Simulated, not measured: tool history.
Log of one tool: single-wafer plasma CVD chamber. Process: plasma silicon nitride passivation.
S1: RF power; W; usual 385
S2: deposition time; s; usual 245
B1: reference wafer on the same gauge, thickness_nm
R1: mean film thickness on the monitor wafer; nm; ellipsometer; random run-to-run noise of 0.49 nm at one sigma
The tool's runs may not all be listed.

run,hour,S1,S2,B1,R1
1,0.0,385,245,289.860,323.663
2,40.8,385,245,289.496,322.691
3,57.2,410,264,289.389,351.686
4,70.6,410,264,289.278,350.773
5,88.3,385,211,289.144,276.951
6,98.7,385,211,288.892,277.138
7,109.6,385,211,289.049,276.843
8,132.5,385,217,288.874,285.308
9,142.6,385,245,288.845,321.418
# hour 164.0: RF generator calibrated
10,164.5,365,245,288.754,317.815
11,174.0,365,245,288.587,317.311
12,181.3,385,245,288.538,321.089
13,199.3,385,245,288.701,322.479
14,214.0,385,245,288.663,321.744
15,223.0,385,245,288.529,322.155
16,232.2,325,245,288.581,309.654
17,244.4,325,245,288.466,310.637
18,251.6,385,231,288.430,302.615
19,263.8,385,245,288.387,320.004
20,278.7,385,231,288.362,302.625
21,293.2,410,200,288.367,265.387
22,301.2,350,270,288.396,346.878
23,313.0,365,279,288.549,361.273
# hour 328.7: showerhead replaced
24,329.2,320,205,288.444,258.603
25,343.5,310,271,288.550,339.852
26,352.9,340,264,288.456,336.868
27,368.1,385,245,288.471,320.655
# hour 371.7: gauge calibrated
28,379.3,385,280,290.532,370.528
29,387.0,405,224,290.480,299.137
30,402.3,445,210,290.270,285.414
31,414.8,410,216,290.036,289.113
32,421.4,325,210,289.903,266.361
33,434.0,350,263,289.701,338.832
34,449.6,385,288,289.557,378.338
35,457.4,325,225,289.535,286.054
36,466.4,385,211,289.700,277.585

For some of the steps in R1 from one run to the next: how much would appear even if the tool had no hidden state, given the settings, what came in and random variation, and how much remains for the hidden state plus any gauge scatter that the measured result and the result without hidden state don't share?
Unlogged tool condition in this case: delivered RF power above the setpoint (%); gauge reads high (%).
Run 21 -> 22: S1 410 -> 350, S2 200 -> 270. R1 +81.491 nm: hidden state -0.742, all else +82.233.
Run 23 -> 24: S1 365 -> 320, S2 279 -> 205, showerhead replaced. R1 -102.670 nm: hidden state +0.909, all else -103.579.
Run 24 -> 25: S1 320 -> 310, S2 205 -> 271. R1 +81.249 nm: hidden state -0.758, all else +82.007.
Run 27 -> 28: S2 245 -> 280, gauge calibrated. R1 +49.873 nm: hidden state +2.498, all else +47.375.
Run 34 -> 35: S1 385 -> 325, S2 288 -> 225. R1 -92.284 nm: hidden state +0.344, all else -92.628.
